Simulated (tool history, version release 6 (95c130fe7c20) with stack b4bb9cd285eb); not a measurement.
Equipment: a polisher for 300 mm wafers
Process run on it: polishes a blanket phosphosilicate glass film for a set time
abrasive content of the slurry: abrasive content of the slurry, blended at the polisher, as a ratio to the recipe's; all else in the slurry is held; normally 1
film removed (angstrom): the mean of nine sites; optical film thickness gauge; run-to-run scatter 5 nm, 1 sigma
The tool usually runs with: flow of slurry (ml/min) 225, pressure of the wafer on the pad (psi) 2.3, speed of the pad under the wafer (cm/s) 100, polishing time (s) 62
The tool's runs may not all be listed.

run,hour,flow of slurry (ml/min),pressure of the wafer on the pad (psi),speed of the pad under the wafer (cm/s),abrasive content of the slurry,polishing time (s),"incoming thickness of the incoming film, nm",film removed (angstrom)
1,0,225,2.3,100,1,62,3764,3538
# hour 65.8: worn pad replaced by a new one
2,87.6,185,2.3,100,1,76,3707.5,4283
3,153.3,225,2.3,100,1,62,3749.7,3505
4,181.2,225,2.3,100,1,62,3659.7,3464
5,243,225,2.3,100,1,62,3652.2,3395
6,270.2,170,2.3,100,1,62,3703.8,3311
# hour 284.7: head pressure recalibrated
7,309.5,170,2.3,100,1,62,3731.7,3248
# hour 353.9: slurry blender recalibrated
8,360.8,225,2.3,100,1,62,3752.7,3642
# hour 396.4: worn pad replaced by a new one
9,399.2,225,2.3,100,1.1,70,3697.9,4323
# hour 430.6: conditioning disc replaced and pad reconditioned
# hour 435.6: slurry nozzle cleaned
10,441.4,225,2.3,100,0.9,62,3688.7,3437
11,488.9,225,2.3,100,1,62,3688.5,3685
12,518.3,225,2.7,72,1,62,3690.6,3085
13,574.2,225,1.7,132,1,83,3691.1,4996
14,609.2,225,1.6,100,1,62,3725.7,2846
# hour 669.3: slurry blender recalibrated
15,674.3,225,2.8,100,0.85,56,3683.6,3381
# hour 736.8: worn pad replaced by a new one
16,737.3,225,2.3,100,1,62,3744.5,3625
17,764.5,295,2.1,100,1.15,75,3742.6,4399
18,828.8,145,2.3,100,1,75,3679,3931
19,869.9,190,2,132,1,78,3735,4818
# hour 904.4: conditioning disc replaced and pad reconditioned
20,909.7,225,2.3,100,1,62,3673.5,3482
# hour 914.4: slurry nozzle cleaned
21,963.3,225,2.3,100,1,62,3697.8,3452
# hour 975: slurry blender recalibrated
22,998.6,245,2.6,100,1,62,3685.2,4007
23,1033.8,225,2.3,100,1,62,3692,3627
24,1059.4,225,2.3,100,1.25,62,3729.7,4031
# hour 1064.8: head pressure recalibrated
25,1115,165,2.3,124,0.8,54,3693.3,3094
# hour 1136.8: worn pad replaced by a new one
26,1178.4,225,2.3,110,1.1,62,3718.4,3989

A few steps of film removed (angstrom) between consecutive runs. Split each: what settings, incoming material and random variation would produce without the hidden state, and what is left over for the hidden state, along with gauge scatter present in only one of the two compared results (measured, and without hidden state):
Hidden state at play: removal rate lost through wear of the pad, %; slurry flow missing at the pad, %; deviation of the head's pressure from its setpoint, %; abrasive missing from the slurry, %; time polished since the conditioner stopped cutting, s.
Run 7 -> 8: flow of slurry (ml/min) 170 -> 225, slurry blender recalibrated. film removed (angstrom) +394: hidden state +254, all else +140.
Run 12 -> 13: pressure of the wafer on the pad (psi) 2.7 -> 1.7, speed of the pad under the wafer (cm/s) 72 -> 132, polishing time (s) 62 -> 83. film removed (angstrom) +1911: hidden state -93, all else +2004.
Run 13 -> 14: pressure of the wafer on the pad (psi) 1.7 -> 1.6, speed of the pad under the wafer (cm/s) 132 -> 100, polishing time (s) 83 -> 62. film removed (angstrom) -2150: hidden state +32, all else -2182.
Run 21 -> 22: flow of slurry (ml/min) 225 -> 245, pressure of the wafer on the pad (psi) 2.3 -> 2.6, slurry blender recalibrated. film removed (angstrom) +555: hidden state +184, all else +371.
